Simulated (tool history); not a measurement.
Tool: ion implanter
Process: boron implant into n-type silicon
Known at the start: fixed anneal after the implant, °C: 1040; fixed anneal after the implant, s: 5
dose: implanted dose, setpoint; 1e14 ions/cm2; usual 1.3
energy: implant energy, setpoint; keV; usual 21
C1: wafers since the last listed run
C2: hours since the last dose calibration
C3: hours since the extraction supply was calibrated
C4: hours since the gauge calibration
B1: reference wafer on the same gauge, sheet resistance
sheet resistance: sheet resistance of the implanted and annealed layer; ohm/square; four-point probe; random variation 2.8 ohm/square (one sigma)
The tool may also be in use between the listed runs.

{"run": 1, "day": 0.0, "dose": 1.3, "energy": 21, "C1": 0, "C2": 979.8, "C3": 4301.4, "C4": 208.8, "B1": 613.96, "sheet resistance": 623.9}
{"run": 2, "day": 1.704, "dose": 1.3, "energy": 21, "C1": 816, "C2": 1020.7, "C3": 4342.3, "C4": 249.7, "B1": 613.65, "sheet resistance": 620.16}
{"run": 3, "day": 3.833, "dose": 1.3, "energy": 21, "C1": 1020, "C2": 1071.8, "C3": 4393.4, "C4": 300.8, "B1": 614.5, "sheet resistance": 623.46}
{"run": 4, "day": 5.8, "dose": 1.3, "energy": 21, "C1": 942, "C2": 1119, "C3": 4440.6, "C4": 348, "B1": 614.28, "sheet resistance": 622.64}
{"run": 5, "day": 7.375, "dose": 1.3, "energy": 21, "C1": 754, "C2": 1156.8, "C3": 4478.4, "C4": 385.8, "B1": 613.94, "sheet resistance": 619.42}
{"run": 6, "day": 8.817, "dose": 1.3, "energy": 21, "C1": 691, "C2": 1191.4, "C3": 4513, "C4": 420.4, "B1": 613.31, "sheet resistance": 625.08}
{"run": 7, "day": 10.442, "dose": 1.3, "energy": 21, "C1": 778, "C2": 1230.4, "C3": 4552, "C4": 459.4, "B1": 613.96, "sheet resistance": 621.8}
{"run": 8, "day": 12.625, "dose": 1.3, "energy": 21, "C1": 1046, "C2": 1282.8, "C3": 4604.4, "C4": 511.8, "B1": 613.37, "sheet resistance": 618.57}
{"run": 9, "day": 20.433, "dose": 1.3, "energy": 18, "C1": 3742, "C2": 1470.2, "C3": 4791.8, "C4": 699.2, "B1": 614.12, "sheet resistance": 634.85}
{"run": 10, "day": 22.362, "dose": 1.3, "energy": 18, "C1": 924, "C2": 1516.5, "C3": 4838.1, "C4": 745.5, "B1": 613.86, "sheet resistance": 633.09}
{"run": 11, "day": 24.846, "dose": 1.3, "energy": 18, "C1": 1190, "C2": 1576.1, "C3": 4897.7, "C4": 805.1, "B1": 614.84, "sheet resistance": 639.64}
{"run": 12, "day": 26.138, "dose": 1.3, "energy": 21, "C1": 619, "C2": 1607.1, "C3": 4928.7, "C4": 836.1, "B1": 614.64, "sheet resistance": 617.55}
{"run": 13, "day": 28.696, "dose": 1.3, "energy": 21, "C1": 1226, "C2": 1668.5, "C3": 4990.1, "C4": 897.5, "B1": 613.39, "sheet resistance": 619.78}
{"run": 14, "day": 29.792, "dose": 1.3, "energy": 21, "C1": 525, "C2": 1694.8, "C3": 5016.4, "C4": 923.8, "B1": 613.42, "sheet resistance": 621.32}
{"run": 15, "day": 31.425, "dose": 1.11, "energy": 15.5, "C1": 782, "C2": 1734, "C3": 5055.6, "C4": 963, "B1": 613.81, "sheet resistance": 729.09}
{"run": 16, "day": 32.725, "dose": 1.3, "energy": 21, "C1": 623, "C2": 1765.2, "C3": 5086.8, "C4": 994.2, "B1": 614.05, "sheet resistance": 619.72}
{"day": 34.358, "done": "Faraday cup replaced and dose calibrated"}
{"run": 17, "day": 35.683, "dose": 1.3, "energy": 14, "C1": 1258, "C2": 31.8, "C3": 5157.8, "C4": 1065.2, "B1": 613.7, "sheet resistance": 673.99}
{"run": 18, "day": 38.642, "dose": 1.15, "energy": 17.5, "C1": 1418, "C2": 102.8, "C3": 5228.8, "C4": 1136.2, "B1": 613.9, "sheet resistance": 714.74}
{"run": 19, "day": 40.217, "dose": 1.03, "energy": 21, "C1": 754, "C2": 140.6, "C3": 5266.6, "C4": 1174, "B1": 613.74, "sheet resistance": 755.19}
{"day": 41.646, "done": "extraction supply calibrated"}
{"run": 20, "day": 41.817, "dose": 1.53, "energy": 14.5, "C1": 607, "C2": 179, "C3": 4.1, "C4": 1212.4, "B1": 613.84, "sheet resistance": 582.33}
{"run": 21, "day": 43.362, "dose": 1.62, "energy": 18.5, "C1": 741, "C2": 216.1, "C3": 41.2, "C4": 1249.5, "B1": 613.36, "sheet resistance": 537.45}
{"day": 47.283, "done": "gauge calibrated"}
{"run": 22, "day": 50.679, "dose": 1.3, "energy": 16.5, "C1": 3507, "C2": 391.7, "C3": 216.8, "C4": 81.5, "B1": 613.88, "sheet resistance": 649.17}
{"run": 23, "day": 52.771, "dose": 1.15, "energy": 17.5, "C1": 1002, "C2": 441.9, "C3": 267, "C4": 131.7, "B1": 613.35, "sheet resistance": 710.11}
{"run": 24, "day": 55.05, "dose": 1.05, "energy": 15, "C1": 1092, "C2": 496.6, "C3": 321.7, "C4": 186.4, "B1": 614.85, "sheet resistance": 781.91}
{"run": 25, "day": 57.371, "dose": 1.3, "energy": 21, "C1": 1112, "C2": 552.3, "C3": 377.4, "C4": 242.1, "B1": 614.06, "sheet resistance": 622.59}
{"run": 26, "day": 59.442, "dose": 0.92, "energy": 17.5, "C1": 992, "C2": 602, "C3": 427.1, "C4": 291.8, "B1": 613.42, "sheet resistance": 839.65}
{"run": 27, "day": 62.038, "dose": 1.41, "energy": 16.5, "C1": 1244, "C2": 664.3, "C3": 489.4, "C4": 354.1, "B1": 614.31, "sheet resistance": 606.08}
{"run": 28, "day": 64.379, "dose": 1.47, "energy": 21, "C1": 1122, "C2": 720.5, "C3": 545.6, "C4": 410.3, "B1": 614.19, "sheet resistance": 567.99}

Forecast each of these 5 alternatives for the next run:
{"run": "A", "day": 64.396, "dose": 1.3, "energy": 26, "C1": 7, "C2": 720.9, "C3": 546, "C4": 410.7, "B1": "?", "sheet resistance": "?"}
{"run": "B", "day": 64.396, "dose": 1.15, "energy": 16, "C1": 7, "C2": 720.9, "C3": 546, "C4": 410.7, "B1": "?", "sheet resistance": "?"}
{"run": "C", "day": 64.396, "dose": 1.17, "energy": 16.5, "C1": 7, "C2": 720.9, "C3": 546, "C4": 410.7, "B1": "?", "sheet resistance": "?"}
{"run": "D", "day": 64.396, "dose": 0.94, "energy": 15, "C1": 7, "C2": 720.9, "C3": 546, "C4": 410.7, "B1": "?", "sheet resistance": "?"}
{"run": "E", "day": 64.396, "dose": 1.3, "energy": 18.5, "C1": 7, "C2": 720.9, "C3": 546, "C4": 410.7, "B1": "?", "sheet resistance": "?"}

run=A B1=612.91 sheet_resistance=607.36
run=B B1=612.91 sheet_resistance=721.15
run=C B1=612.91 sheet_resistance=708.25
run=D B1=612.91 sheet_resistance=850.9
run=E B1=612.91 sheet_resistance=640.77
Without the tool's hidden state the same runs would have given:
run=A sheet_resistance=613.82
run=B sheet_resistance=729.01
run=C sheet_resistance=715.98
run=D sheet_resistance=859.88
run=E sheet_resistance=647.82

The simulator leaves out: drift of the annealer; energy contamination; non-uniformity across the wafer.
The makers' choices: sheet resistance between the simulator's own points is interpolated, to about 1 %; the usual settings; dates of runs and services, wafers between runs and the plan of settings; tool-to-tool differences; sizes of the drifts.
